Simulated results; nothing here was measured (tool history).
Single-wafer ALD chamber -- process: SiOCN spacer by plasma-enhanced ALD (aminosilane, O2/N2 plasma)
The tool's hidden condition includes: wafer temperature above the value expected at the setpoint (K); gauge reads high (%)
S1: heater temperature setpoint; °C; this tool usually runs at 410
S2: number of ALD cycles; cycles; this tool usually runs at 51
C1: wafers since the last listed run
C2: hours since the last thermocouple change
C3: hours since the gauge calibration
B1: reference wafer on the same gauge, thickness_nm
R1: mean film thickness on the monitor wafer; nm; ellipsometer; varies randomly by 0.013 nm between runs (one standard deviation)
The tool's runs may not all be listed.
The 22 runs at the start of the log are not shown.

{"run": 23, "hour": 2057.5, "S1": 425, "S2": 43, "C1": 557, "C2": 1518.8, "C3": 742.9, "B1": 2.991, "R1": 2.292}
{"hour": 2095.8, "done": "thermocouple changed; heater temperature recalibrated"}
{"run": 24, "hour": 2096.3, "S1": 403, "S2": 43, "C1": 179, "C2": 0.5, "C3": 781.7, "B1": 2.987, "R1": 2.549}
{"run": 25, "hour": 2152.8, "S1": 403, "S2": 43, "C1": 329, "C2": 57.0, "C3": 838.2, "B1": 2.991, "R1": 2.524}
{"run": 26, "hour": 2191.8, "S1": 424, "S2": 45, "C1": 227, "C2": 96.0, "C3": 877.2, "B1": 2.991, "R1": 2.452}
{"run": 27, "hour": 2309.7, "S1": 405, "S2": 51, "C1": 688, "C2": 213.9, "C3": 995.1, "B1": 2.995, "R1": 2.976}
{"run": 28, "hour": 2355.9, "S1": 417, "S2": 45, "C1": 269, "C2": 260.1, "C3": 1041.3, "B1": 2.995, "R1": 2.511}
{"run": 29, "hour": 2459.9, "S1": 421, "S2": 57, "C1": 607, "C2": 364.1, "C3": 1145.3, "B1": 2.986, "R1": 3.136}
{"run": 30, "hour": 2548.2, "S1": 410, "S2": 47, "C1": 515, "C2": 452.4, "C3": 1233.6, "B1": 2.99, "R1": 2.685}
{"run": 31, "hour": 2621.2, "S1": 410, "S2": 51, "C1": 426, "C2": 525.4, "C3": 1306.6, "B1": 2.997, "R1": 2.906}
{"run": 32, "hour": 2671.8, "S1": 421, "S2": 54, "C1": 295, "C2": 576.0, "C3": 1357.2, "B1": 2.995, "R1": 2.957}
{"run": 33, "hour": 2728.1, "S1": 410, "S2": 61, "C1": 328, "C2": 632.3, "C3": 1413.5, "B1": 2.99, "R1": 3.451}

5 options for the next run, each taken on its own from the tool as it stands now. Forecast them:
{"run": "A", "hour": 2728.6, "S1": 400, "S2": 51, "C1": 2, "C2": 632.8, "C3": 1414.0, "B1": "?", "R1": "?"}
{"run": "B", "hour": 2728.6, "S1": 396, "S2": 51, "C1": 2, "C2": 632.8, "C3": 1414.0, "B1": "?", "R1": "?"}
{"run": "C", "hour": 2728.6, "S1": 402, "S2": 54, "C1": 2, "C2": 632.8, "C3": 1414.0, "B1": "?", "R1": "?"}
{"run": "D", "hour": 2728.6, "S1": 419, "S2": 60, "C1": 2, "C2": 632.8, "C3": 1414.0, "B1": "?", "R1": "?"}
{"run": "E", "hour": 2728.6, "S1": 423, "S2": 51, "C1": 2, "C2": 632.8, "C3": 1414.0, "B1": "?", "R1": "?"}

run=A B1=2.993 R1=2.997
run=B B1=2.993 R1=3.024
run=C B1=2.993 R1=3.151
run=D B1=2.993 R1=3.294
run=E B1=2.993 R1=2.759
Had the tool no hidden state, the same runs would have come out as:
run=A R1=3.024
run=B R1=3.024
run=C R1=3.194
run=D R1=3.342
run=E R1=2.799
